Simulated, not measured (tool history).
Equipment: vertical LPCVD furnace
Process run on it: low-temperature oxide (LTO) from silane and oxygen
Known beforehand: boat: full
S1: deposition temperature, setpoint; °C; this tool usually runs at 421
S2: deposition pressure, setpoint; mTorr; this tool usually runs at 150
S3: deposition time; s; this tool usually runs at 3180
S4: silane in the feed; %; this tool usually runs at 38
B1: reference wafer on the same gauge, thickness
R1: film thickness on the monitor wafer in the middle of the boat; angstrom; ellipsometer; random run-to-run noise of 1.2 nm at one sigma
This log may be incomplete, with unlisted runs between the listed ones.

run 1 hour=0 | S1=421 S2=150 S3=3180 S4=38 | B1=377.96 | R1=3705.4
run 2 hour=218.3 | S1=428 S2=125 S3=3180 S4=38 | B1=378.13 | R1=3345.2
run 3 hour=300.4 | S1=428 S2=125 S3=3180 S4=38 | B1=377.97 | R1=3365.9
run 4 hour=578.1 | S1=421 S2=150 S3=3180 S4=38 | B1=377.42 | R1=3773.7
run 5 hour=747.5 | S1=421 S2=150 S3=3180 S4=38 | B1=377.73 | R1=3799.8
run 6 hour=954.3 | S1=413 S2=165 S3=3180 S4=38 | B1=378.01 | R1=3866
-- hour=998.1 thermocouples replaced and temperature profile calibrated
run 7 hour=998.6 | S1=413 S2=165 S3=3180 S4=38 | B1=377.92 | R1=3706.1
run 8 hour=1071.6 | S1=413 S2=165 S3=3180 S4=38 | B1=377.88 | R1=3701
-- hour=1113.8 gauge calibrated
-- hour=1127.7 silane flow controller replaced
run 9 hour=1263.9 | S1=421 S2=160 S3=4140 S4=38 | B1=377.82 | R1=5163.2
run 10 hour=1357.6 | S1=421 S2=160 S3=4140 S4=38 | B1=378.05 | R1=5167.5
run 11 hour=1446.7 | S1=421 S2=150 S3=3180 S4=38 | B1=378.15 | R1=3756.4
run 12 hour=1511.9 | S1=421 S2=150 S3=3180 S4=38 | B1=378.22 | R1=3746.1
run 13 hour=1616.5 | S1=427 S2=165 S3=2730 S4=32 | B1=378.03 | R1=3031.4
run 14 hour=1695.5 | S1=413 S2=165 S3=3180 S4=38 | B1=377.76 | R1=3826.4
run 15 hour=1752 | S1=421 S2=150 S3=3180 S4=38 | B1=378.23 | R1=3785.8

Run 16, settings as shown, results not yet in. Your forecast:
run 16 hour=1791.6 | S1=421 S2=150 S3=3180 S4=31 | B1=? | R1=?

B1: 378.06
R1: 2943.5 angstrom
Without the tool's hidden state the same run would have given R1 2696.5 angstrom.
